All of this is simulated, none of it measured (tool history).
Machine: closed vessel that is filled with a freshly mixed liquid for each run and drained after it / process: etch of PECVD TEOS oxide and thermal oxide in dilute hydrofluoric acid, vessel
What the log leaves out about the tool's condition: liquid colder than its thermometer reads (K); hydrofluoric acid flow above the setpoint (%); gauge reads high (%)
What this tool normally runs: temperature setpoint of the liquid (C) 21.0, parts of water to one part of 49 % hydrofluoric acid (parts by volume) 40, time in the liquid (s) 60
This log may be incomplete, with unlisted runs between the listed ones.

run     day  temperature setpoint of the liquid (C)  parts of water to one part of 49 % hydrofluoric acid (parts by volume)  time in the liquid (s)  wafers since the last listed run  hours since the thermometer was replaced  hours since the hydrofluoric acid flow meter was replaced  hours since the gauge calibration  read-back film thickness of the PECVD TEOS oxide reference wafer, read on the same gauge (nm)  read-back film thickness of the thermal oxide reference wafer, read on the same gauge (nm)  thickness taken off the PECVD TEOS oxide on a monitor wafer (angstrom)  thickness taken off the thermal oxide on a monitor wafer (angstrom)
  1   0.000                                    21.0                                                                      40                      50                                 0                                    2326.2                                                     2216.4                              337.9                                                                                          50.01                                                                                       70.00                                                                   298.9                                                                 47.2
  2   0.338                                    21.0                                                                      40                      50                               550                                    2334.3                                                     2224.5                              346.0                                                                                          50.00                                                                                       69.94                                                                   298.8                                                                 47.1
  3   0.733                                    21.0                                                                      40                      50                               645                                    2343.8                                                     2234.0                              355.5                                                                                          50.02                                                                                       69.98                                                                   295.4                                                                 46.6
  4   1.208                                    21.0                                                                      40                      60                               774                                    2355.2                                                     2245.4                              366.9                                                                                          50.00                                                                                       69.98                                                                   355.3                                                                 56.8
      1.262  -- hydrofluoric acid flow meter replaced
  5   1.712                                    21.0                                                                      40                      60                               754                                    2367.3                                                       10.8                              379.0                                                                                          50.02                                                                                       69.98                                                                   359.0                                                                 56.4
      1.842  -- thermometer replaced
  6   3.562                                    21.0                                                                      40                      60                              2948                                      41.3                                                       55.2                              423.4                                                                                          50.02                                                                                       69.95                                                                   399.7                                                                 62.8
  7   4.221                                    21.0                                                                      40                      60                              1073                                      57.1                                                       71.0                              439.2                                                                                          49.99                                                                                       69.99                                                                   398.1                                                                 63.3
  8   4.833                                    23.0                                                                      40                      95                               998                                      71.8                                                       85.7                              453.9                                                                                          49.97                                                                                       70.01                                                                   682.3                                                                108.2
  9   5.338                                    21.0                                                                      40                      60                               822                                      83.9                                                       97.8                              466.0                                                                                          50.01                                                                                       70.00                                                                   396.5                                                                 63.2
      5.442  -- gauge calibrated
 10   5.712                                    21.0                                                                      25                      60                               611                                      92.9                                                      106.8                                6.5                                                                                          50.00                                                                                       70.00                                                                   645.9                                                                101.5
 11   6.046                                    21.0                                                                      40                      60                               543                                     100.9                                                      114.8                               14.5                                                                                          50.01                                                                                       70.00                                                                   395.2                                                                 62.9
 12   6.604                                    21.0                                                                      40                      60                               910                                     114.3                                                      128.2                               27.9                                                                                          50.00                                                                                       70.00                                                                   395.1                                                                 62.3
 13   7.050                                    21.0                                                                      30                      60                               727                                     125.0                                                      138.9                               38.6                                                                                          50.02                                                                                       69.99                                                                   535.1                                                                 85.5
 14   7.738                                    17.0                                                                      60                      30                              1121                                     141.5                                                      155.4                               55.1                                                                                          50.03                                                                                       70.02                                                                   108.6                                                                 17.3
 15   8.204                                    17.0                                                                      50                      85                               761                                     152.7                                                      166.6                               66.3                                                                                          50.01                                                                                       69.98                                                                   373.0                                                                 59.2
 16   8.638                                    25.0                                                                      40                      85                               706                                     163.1                                                      177.0                               76.7                                                                                          49.98                                                                                       69.98                                                                   658.4                                                                104.6
 17   9.133                                    18.0                                                                      40                      60                               808                                     175.0                                                      188.9                               88.6                                                                                          50.01                                                                                       69.95                                                                   349.8                                                                 54.9
 18   9.712                                    25.5                                                                      40                      60                               944                                     188.9                                                      202.8                              102.5                                                                                          50.01                                                                                       70.00                                                                   478.2                                                                 75.0
 19  10.279                                    21.0                                                                      40                      60                               924                                     202.5                                                      216.4                              116.1                                                                                          50.01                                                                                       69.98                                                                   394.7                                                                 61.9
 20  10.583                                    17.0                                                                      25                      45                               496                                     209.8                                                      223.7                              123.4                                                                                          50.01                                                                                       70.01                                                                   406.9                                                                 63.5
 21  11.954                                    21.0                                                                      50                      60                              2235                                     242.7                                                      256.6                              156.3                                                                                          49.99                                                                                       70.03                                                                   310.5                                                                 49.3
 22  12.554                                    18.5                                                                      30                      35                               978                                     257.1                                                      271.0                              170.7                                                                                          50.00                                                                                       70.04                                                                   276.8                                                                 43.8
 23  12.838                                    24.0                                                                      45                      60                               462                                     263.9                                                      277.8                              177.5                                                                                          50.02                                                                                       70.03                                                                   396.6                                                                 62.4
 24  13.208                                    18.5                                                                      30                      30                               604                                     272.8                                                      286.7                              186.4                                                                                          50.02                                                                                       70.01                                                                   237.7                                                                 37.5
 25  13.771                                    21.0                                                                      30                      35                               917                                     286.3                                                      300.2                              199.9                                                                                          49.99                                                                                       70.03                                                                   310.9                                                                 48.6

Had the tool no unlogged condition, and each run kept its random variation, what would the results have been?
run  thickness taken off the PECVD TEOS oxide on a monitor wafer (angstrom)  thickness taken off the thermal oxide on a monitor wafer (angstrom)
  1                                                                   339.9                                                                 53.7
  2                                                                   339.9                                                                 53.5
  3                                                                   336.1                                                                 53.0
  4                                                                   404.5                                                                 64.7
  5                                                                   408.9                                                                 64.2
  6                                                                   409.3                                                                 64.3
  7                                                                   408.0                                                                 64.9
  8                                                                   699.7                                                                110.9
  9                                                                   406.9                                                                 64.9
 10                                                                   663.4                                                                104.2
 11                                                                   406.0                                                                 64.7
 12                                                                   406.0                                                                 64.0
 13                                                                   550.2                                                                 87.9
 14                                                                   111.8                                                                 17.8
 15                                                                   384.2                                                                 61.0
 16                                                                   677.4                                                                107.6
 17                                                                   360.7                                                                 56.6
 18                                                                   492.6                                                                 77.3
 19                                                                   407.3                                                                 63.9
 20                                                                   420.7                                                                 65.6
 21                                                                   320.9                                                                 51.0
 22                                                                   286.7                                                                 45.4
 23                                                                   409.9                                                                 64.5
 24                                                                   246.3                                                                 38.8
 25                                                                   322.2                                                                 50.4
